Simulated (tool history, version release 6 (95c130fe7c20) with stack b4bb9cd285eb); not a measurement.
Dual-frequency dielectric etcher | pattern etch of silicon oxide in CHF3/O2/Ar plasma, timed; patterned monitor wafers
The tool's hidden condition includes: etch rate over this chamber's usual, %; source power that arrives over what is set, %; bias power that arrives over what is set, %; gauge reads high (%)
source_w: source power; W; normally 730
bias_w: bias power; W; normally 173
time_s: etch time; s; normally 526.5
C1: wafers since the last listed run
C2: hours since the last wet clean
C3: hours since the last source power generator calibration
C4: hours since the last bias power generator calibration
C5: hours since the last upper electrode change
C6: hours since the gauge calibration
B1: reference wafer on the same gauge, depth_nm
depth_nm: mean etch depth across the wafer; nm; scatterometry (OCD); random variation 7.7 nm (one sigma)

{"run": 1, "day": 0.0, "source_w": 660, "bias_w": 173, "time_s": 526.5, "C1": 0, "C2": 450.7, "C3": 181.6, "C4": 189.5, "C5": 4.6, "C6": 2097.6, "B1": 1133.0, "depth_nm": 1014.9}
{"run": 2, "day": 3.042, "source_w": 660, "bias_w": 173, "time_s": 526.5, "C1": 147, "C2": 523.7, "C3": 254.6, "C4": 262.5, "C5": 77.6, "C6": 2170.6, "B1": 1130.9, "depth_nm": 1007.3}
{"day": 4.138, "done": "wet clean of the chamber, repeated, since the last time left the tool worse"}
{"run": 3, "day": 13.996, "source_w": 730, "bias_w": 154, "time_s": 575.5, "C1": 483, "C2": 236.6, "C3": 517.5, "C4": 525.4, "C5": 340.5, "C6": 2433.5, "B1": 1130.8, "depth_nm": 1157.9}
{"run": 4, "day": 16.525, "source_w": 730, "bias_w": 139, "time_s": 413.0, "C1": 122, "C2": 297.3, "C3": 578.2, "C4": 586.1, "C5": 401.2, "C6": 2494.2, "B1": 1130.5, "depth_nm": 795.2}
{"run": 5, "day": 20.538, "source_w": 730, "bias_w": 139, "time_s": 413.0, "C1": 194, "C2": 393.6, "C3": 674.5, "C4": 682.4, "C5": 497.5, "C6": 2590.5, "B1": 1130.4, "depth_nm": 809.7}
{"run": 6, "day": 24.633, "source_w": 730, "bias_w": 139, "time_s": 413.0, "C1": 199, "C2": 491.9, "C3": 772.8, "C4": 780.7, "C5": 595.8, "C6": 2688.8, "B1": 1128.6, "depth_nm": 800.1}
{"day": 26.171, "done": "gauge calibrated"}
{"run": 7, "day": 27.379, "source_w": 640, "bias_w": 195, "time_s": 623.0, "C1": 133, "C2": 557.8, "C3": 838.7, "C4": 846.6, "C5": 661.7, "C6": 29.0, "B1": 1130.1, "depth_nm": 1279.9}
{"run": 8, "day": 29.462, "source_w": 730, "bias_w": 173, "time_s": 668.5, "C1": 101, "C2": 607.8, "C3": 888.7, "C4": 896.6, "C5": 711.7, "C6": 79.0, "B1": 1132.6, "depth_nm": 1374.5}
{"run": 9, "day": 31.296, "source_w": 810, "bias_w": 214, "time_s": 648.0, "C1": 89, "C2": 651.8, "C3": 932.7, "C4": 940.6, "C5": 755.7, "C6": 123.0, "B1": 1128.1, "depth_nm": 1465.4}
{"run": 10, "day": 33.229, "source_w": 730, "bias_w": 173, "time_s": 526.5, "C1": 93, "C2": 698.2, "C3": 979.1, "C4": 987.0, "C5": 802.1, "C6": 169.4, "B1": 1128.6, "depth_nm": 1082.4}
{"run": 11, "day": 37.083, "source_w": 730, "bias_w": 173, "time_s": 456.5, "C1": 187, "C2": 790.7, "C3": 1071.6, "C4": 1079.5, "C5": 894.6, "C6": 261.9, "B1": 1128.6, "depth_nm": 930.2}
{"day": 39.492, "done": "wet clean of the chamber"}
{"run": 12, "day": 40.629, "source_w": 730, "bias_w": 173, "time_s": 526.5, "C1": 123, "C2": 27.3, "C3": 1156.7, "C4": 1164.6, "C5": 979.7, "C6": 347.0, "B1": 1128.6, "depth_nm": 1100.8}
{"run": 13, "day": 44.417, "source_w": 730, "bias_w": 173, "time_s": 526.5, "C1": 184, "C2": 118.2, "C3": 1247.6, "C4": 1255.5, "C5": 1070.6, "C6": 437.9, "B1": 1130.8, "depth_nm": 1092.8}
{"run": 14, "day": 46.112, "source_w": 870, "bias_w": 201, "time_s": 458.5, "C1": 82, "C2": 158.9, "C3": 1288.3, "C4": 1296.2, "C5": 1111.3, "C6": 478.6, "B1": 1127.2, "depth_nm": 1051.8}
{"run": 15, "day": 50.312, "source_w": 810, "bias_w": 136, "time_s": 467.5, "C1": 204, "C2": 259.7, "C3": 1389.1, "C4": 1397.0, "C5": 1212.1, "C6": 579.4, "B1": 1128.8, "depth_nm": 931.0}
{"run": 16, "day": 53.842, "source_w": 790, "bias_w": 146, "time_s": 673.5, "C1": 171, "C2": 344.4, "C3": 1473.8, "C4": 1481.7, "C5": 1296.8, "C6": 664.1, "B1": 1130.1, "depth_nm": 1376.5}
{"run": 17, "day": 56.821, "source_w": 890, "bias_w": 134, "time_s": 586.0, "C1": 144, "C2": 415.9, "C3": 1545.3, "C4": 1553.2, "C5": 1368.3, "C6": 735.6, "B1": 1132.7, "depth_nm": 1197.5}
{"run": 18, "day": 60.292, "source_w": 850, "bias_w": 173, "time_s": 587.0, "C1": 168, "C2": 499.2, "C3": 1628.6, "C4": 1636.5, "C5": 1451.6, "C6": 818.9, "B1": 1130.5, "depth_nm": 1264.3}
{"run": 19, "day": 63.792, "source_w": 730, "bias_w": 173, "time_s": 668.5, "C1": 170, "C2": 583.2, "C3": 1712.6, "C4": 1720.5, "C5": 1535.6, "C6": 902.9, "B1": 1132.5, "depth_nm": 1365.6}
{"run": 20, "day": 67.604, "source_w": 730, "bias_w": 173, "time_s": 526.5, "C1": 185, "C2": 674.7, "C3": 1804.1, "C4": 1812.0, "C5": 1627.1, "C6": 994.4, "B1": 1130.6, "depth_nm": 1075.0}
{"day": 70.492, "done": "wet clean of the chamber"}
{"run": 21, "day": 70.85, "source_w": 550, "bias_w": 173, "time_s": 593.0, "C1": 109, "C2": 8.6, "C3": 1882.0, "C4": 1889.9, "C5": 1705.0, "C6": 1072.3, "B1": 1133.3, "depth_nm": 1166.0}
{"run": 22, "day": 74.546, "source_w": 610, "bias_w": 191, "time_s": 484.0, "C1": 179, "C2": 97.3, "C3": 1970.7, "C4": 1978.6, "C5": 1793.7, "C6": 1161.0, "B1": 1129.2, "depth_nm": 1001.7}
{"run": 23, "day": 76.196, "source_w": 790, "bias_w": 173, "time_s": 526.5, "C1": 80, "C2": 136.9, "C3": 2010.3, "C4": 2018.2, "C5": 1833.3, "C6": 1200.6, "B1": 1130.5, "depth_nm": 1135.2}
{"run": 24, "day": 79.296, "source_w": 600, "bias_w": 173, "time_s": 526.5, "C1": 150, "C2": 211.3, "C3": 2084.7, "C4": 2092.6, "C5": 1907.7, "C6": 1275.0, "B1": 1127.3, "depth_nm": 1048.3}
{"run": 25, "day": 81.379, "source_w": 900, "bias_w": 161, "time_s": 464.0, "C1": 101, "C2": 261.3, "C3": 2134.7, "C4": 2142.6, "C5": 1957.7, "C6": 1325.0, "B1": 1128.2, "depth_nm": 997.0}
{"run": 26, "day": 83.862, "source_w": 860, "bias_w": 192, "time_s": 438.0, "C1": 120, "C2": 320.9, "C3": 2194.3, "C4": 2202.2, "C5": 2017.3, "C6": 1384.6, "B1": 1131.5, "depth_nm": 975.1}
{"day": 84.996, "done": "bias power generator calibrated"}
{"run": 27, "day": 85.633, "source_w": 730, "bias_w": 173, "time_s": 405.5, "C1": 77, "C2": 363.4, "C3": 2236.8, "C4": 15.3, "C5": 2059.8, "C6": 1427.1, "B1": 1131.0, "depth_nm": 837.9}
{"run": 28, "day": 88.075, "source_w": 730, "bias_w": 173, "time_s": 412.5, "C1": 118, "C2": 422.0, "C3": 2295.4, "C4": 73.9, "C5": 2118.4, "C6": 1485.7, "B1": 1129.4, "depth_nm": 857.1}

A few steps of depth_nm between consecutive runs. Split each: what settings, incoming material and random variation would produce without the hidden state, and what is left over for the hidden state, along with gauge scatter present in only one of the two compared results (measured, and without hidden state):
Run 2 -> 3: source_w 660 -> 730, bias_w 173 -> 154, time_s 526.5 -> 575.5, wet clean of the chamber, repeated, since the last time left the tool worse. depth_nm +150.6 nm: hidden state +60.3, all else +90.3.
Run 6 -> 7: source_w 730 -> 640, bias_w 139 -> 195, time_s 413.0 -> 623.0, gauge calibrated. depth_nm +479.8 nm: hidden state -14.0, all else +493.8.
Run 11 -> 12: time_s 456.5 -> 526.5, wet clean of the chamber. depth_nm +170.6 nm: hidden state +31.7, all else +138.9.
Run 15 -> 16: source_w 810 -> 790, bias_w 136 -> 146, time_s 467.5 -> 673.5. depth_nm +445.5 nm: hidden state -8.8, all else +454.3.

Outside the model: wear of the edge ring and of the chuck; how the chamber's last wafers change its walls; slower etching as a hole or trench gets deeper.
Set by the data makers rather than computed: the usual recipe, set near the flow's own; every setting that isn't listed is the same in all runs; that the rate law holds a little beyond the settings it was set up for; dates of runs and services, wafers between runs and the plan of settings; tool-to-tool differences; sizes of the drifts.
